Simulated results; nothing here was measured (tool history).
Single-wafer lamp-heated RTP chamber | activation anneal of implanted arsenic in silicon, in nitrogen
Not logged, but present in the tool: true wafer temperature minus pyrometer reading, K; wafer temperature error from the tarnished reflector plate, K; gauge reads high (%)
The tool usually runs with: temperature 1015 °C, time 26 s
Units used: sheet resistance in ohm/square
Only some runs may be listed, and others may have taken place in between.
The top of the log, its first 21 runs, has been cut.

| run | day | temperature | time | wafers since the last listed run | wafers since the last pyrometer calibration | wafers since the reflector plate was cleaned | hours since the gauge calibration | read-back reference wafer on the same gauge, sheet resistance | sheet resistance |
|---|---|---|---|---|---|---|---|---|---|
|  | 25.125 | pyrometer window cleaned and pyrometer calibrated, repeated, since the last time left the tool worse |
| 22 | 25.396 | 1015 | 26 | 455 | 109 | 717 | 922.0 | 282.98 | 344.16 |
|  | 25.779 | gauge calibrated |
| 23 | 26.229 | 1015 | 26 | 335 | 444 | 1053 | 10.8 | 283.02 | 343.99 |
| 24 | 27.008 | 1015 | 26 | 314 | 759 | 1367 | 29.5 | 282.99 | 343.95 |
| 25 | 27.950 | 1015 | 26 | 379 | 1138 | 1746 | 52.1 | 282.96 | 343.84 |
| 26 | 28.779 | 1007 | 19 | 334 | 1472 | 2080 | 72.0 | 282.99 | 347.04 |
| 27 | 30.154 | 1000 | 31 | 554 | 2026 | 2635 | 105.0 | 282.99 | 344.79 |
| 28 | 30.742 | 1015 | 26 | 236 | 2263 | 2871 | 119.1 | 283.09 | 343.65 |
| 29 | 31.408 | 1024 | 20 | 268 | 2532 | 3140 | 135.1 | 282.96 | 344.26 |
| 30 | 32.833 | 996 | 37 | 574 | 3106 | 3714 | 169.3 | 282.96 | 344.43 |
| 31 | 34.088 | 1015 | 26 | 505 | 3612 | 4220 | 199.4 | 283.04 | 343.17 |
| 32 | 34.796 | 988 | 31 | 285 | 3897 | 4505 | 216.4 | 283.05 | 347.40 |
| 33 | 35.512 | 1033 | 26 | 288 | 4186 | 4794 | 233.6 | 282.98 | 341.05 |
| 34 | 36.708 | 1037 | 21 | 481 | 4668 | 5276 | 262.3 | 282.94 | 341.49 |
|  | 37.583 | reflector plate cleaned |
| 35 | 38.442 | 999 | 37 | 564 | 5232 | 345 | 303.9 | 282.88 | 342.96 |
| 36 | 39.625 | 999 | 15 | 476 | 5709 | 822 | 332.3 | 283.01 | 348.49 |
| 37 | 40.154 | 1037 | 26 | 213 | 5923 | 1035 | 345.0 | 283.02 | 339.58 |

4 options for the next run, each taken on its own from the tool as it stands now. Forecast them:
| A | 40.171 | 1015 | 26 | 6 | 5929 | 1042 | 345.4 | ? | ? |
| B | 40.171 | 1015 | 12 | 6 | 5929 | 1042 | 345.4 | ? | ? |
| C | 40.171 | 996 | 40 | 6 | 5929 | 1042 | 345.4 | ? | ? |
| D | 40.171 | 986 | 14 | 6 | 5929 | 1042 | 345.4 | ? | ? |

| run | read-back reference wafer on the same gauge, sheet resistance | sheet resistance |
|---|---|---|
| A | 283.00 | 342.68 |
| B | 283.00 | 346.97 |
| C | 283.00 | 342.85 |
| D | 283.00 | 349.26 |
Take away the tool's hidden state, keep each run's random variation, and the runs would have read:
| run | sheet resistance |
|---|---|
| A | 343.59 |
| B | 347.61 |
| C | 343.76 |
| D | 349.88 |

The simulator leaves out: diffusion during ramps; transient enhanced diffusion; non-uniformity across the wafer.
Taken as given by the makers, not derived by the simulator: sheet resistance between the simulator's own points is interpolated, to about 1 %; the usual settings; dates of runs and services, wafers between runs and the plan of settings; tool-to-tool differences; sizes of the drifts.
